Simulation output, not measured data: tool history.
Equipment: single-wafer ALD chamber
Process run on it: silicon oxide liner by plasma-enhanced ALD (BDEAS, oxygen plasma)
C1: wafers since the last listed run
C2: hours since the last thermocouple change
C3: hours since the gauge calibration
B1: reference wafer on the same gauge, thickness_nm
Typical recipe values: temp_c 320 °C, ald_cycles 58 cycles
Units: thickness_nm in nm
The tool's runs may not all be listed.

run 1 hour=0 | temp_c=320 ald_cycles=60 | C1=0 C2=1613.5 C3=595.8 | B1=6.432 | thickness_nm=5.716
-- hour=13.3 gauge calibrated
run 2 hour=15.5 | temp_c=320 ald_cycles=60 | C1=74 C2=1629 C3=2.2 | B1=6.431 | thickness_nm=5.727
run 3 hour=42.7 | temp_c=320 ald_cycles=58 | C1=130 C2=1656.2 C3=29.4 | B1=6.429 | thickness_nm=5.536
run 4 hour=70.3 | temp_c=320 ald_cycles=58 | C1=132 C2=1683.8 C3=57 | B1=6.429 | thickness_nm=5.539
run 5 hour=94.9 | temp_c=320 ald_cycles=52 | C1=118 C2=1708.4 C3=81.6 | B1=6.429 | thickness_nm=4.958
run 6 hour=116 | temp_c=320 ald_cycles=52 | C1=101 C2=1729.5 C3=102.7 | B1=6.428 | thickness_nm=4.971
run 7 hour=143.7 | temp_c=320 ald_cycles=52 | C1=132 C2=1757.2 C3=130.4 | B1=6.431 | thickness_nm=4.95
run 8 hour=157.5 | temp_c=332 ald_cycles=56 | C1=66 C2=1771 C3=144.2 | B1=6.429 | thickness_nm=5.228
run 9 hour=186.8 | temp_c=320 ald_cycles=58 | C1=140 C2=1800.3 C3=173.5 | B1=6.43 | thickness_nm=5.524
run 10 hour=218.1 | temp_c=320 ald_cycles=58 | C1=150 C2=1831.6 C3=204.8 | B1=6.431 | thickness_nm=5.536
run 11 hour=247.6 | temp_c=320 ald_cycles=58 | C1=141 C2=1861.1 C3=234.3 | B1=6.43 | thickness_nm=5.51
-- hour=338.8 thermocouple changed; heater temperature recalibrated
run 12 hour=351.7 | temp_c=320 ald_cycles=58 | C1=461 C2=12.9 C3=338.4 | B1=6.429 | thickness_nm=5.523
run 13 hour=377.8 | temp_c=320 ald_cycles=58 | C1=125 C2=39 C3=364.5 | B1=6.43 | thickness_nm=5.518
run 14 hour=398.4 | temp_c=320 ald_cycles=58 | C1=98 C2=59.6 C3=385.1 | B1=6.429 | thickness_nm=5.521
run 15 hour=418.6 | temp_c=320 ald_cycles=58 | C1=96 C2=79.8 C3=405.3 | B1=6.431 | thickness_nm=5.556
run 16 hour=434.3 | temp_c=320 ald_cycles=58 | C1=75 C2=95.5 C3=421 | B1=6.43 | thickness_nm=5.535
run 17 hour=448 | temp_c=320 ald_cycles=58 | C1=65 C2=109.2 C3=434.7 | B1=6.429 | thickness_nm=5.538
run 18 hour=471.3 | temp_c=320 ald_cycles=51 | C1=111 C2=132.5 C3=458 | B1=6.428 | thickness_nm=4.872
run 19 hour=490.6 | temp_c=320 ald_cycles=58 | C1=92 C2=151.8 C3=477.3 | B1=6.432 | thickness_nm=5.534
run 20 hour=511.3 | temp_c=320 ald_cycles=58 | C1=99 C2=172.5 C3=498 | B1=6.432 | thickness_nm=5.534
run 21 hour=535.4 | temp_c=326 ald_cycles=69 | C1=115 C2=196.6 C3=522.1 | B1=6.428 | thickness_nm=6.523
run 22 hour=552.9 | temp_c=311 ald_cycles=53 | C1=83 C2=214.1 C3=539.6 | B1=6.427 | thickness_nm=5.136
run 23 hour=580 | temp_c=320 ald_cycles=50 | C1=130 C2=241.2 C3=566.7 | B1=6.427 | thickness_nm=4.782
-- hour=590.3 gauge calibrated
run 24 hour=593.2 | temp_c=308 ald_cycles=55 | C1=63 C2=254.4 C3=2.9 | B1=6.432 | thickness_nm=5.347
run 25 hour=622.2 | temp_c=330 ald_cycles=67 | C1=139 C2=283.4 C3=31.9 | B1=6.432 | thickness_nm=6.304
run 26 hour=647.1 | temp_c=305 ald_cycles=65 | C1=119 C2=308.3 C3=56.8 | B1=6.43 | thickness_nm=6.354
run 27 hour=665.9 | temp_c=320 ald_cycles=58 | C1=90 C2=327.1 C3=75.6 | B1=6.431 | thickness_nm=5.504
run 28 hour=699 | temp_c=320 ald_cycles=58 | C1=158 C2=360.2 C3=108.7 | B1=6.43 | thickness_nm=5.517
run 29 hour=714.1 | temp_c=334 ald_cycles=67 | C1=72 C2=375.3 C3=123.8 | B1=6.43 | thickness_nm=6.257
run 30 hour=736.4 | temp_c=306 ald_cycles=58 | C1=107 C2=397.6 C3=146.1 | B1=6.43 | thickness_nm=5.651
run 31 hour=756 | temp_c=310 ald_cycles=50 | C1=94 C2=417.2 C3=165.7 | B1=6.434 | thickness_nm=4.829
run 32 hour=776.1 | temp_c=306 ald_cycles=53 | C1=96 C2=437.3 C3=185.8 | B1=6.43 | thickness_nm=5.165
run 33 hour=789.1 | temp_c=333 ald_cycles=61 | C1=62 C2=450.3 C3=198.8 | B1=6.428 | thickness_nm=5.702

What differs in the tool's unlogged condition from the final listed run ahead of each entry between runs to the first listed run following it?
From run 1 to run 2: gauge calibrated (hour 13.3)
  both runs share identical hidden conditions
From run 11 to run 12: thermocouple changed; heater temperature recalibrated (hour 338.8)
  both runs share identical hidden conditions
From run 23 to run 24: gauge calibrated (hour 590.3)
  both runs share identical hidden conditions

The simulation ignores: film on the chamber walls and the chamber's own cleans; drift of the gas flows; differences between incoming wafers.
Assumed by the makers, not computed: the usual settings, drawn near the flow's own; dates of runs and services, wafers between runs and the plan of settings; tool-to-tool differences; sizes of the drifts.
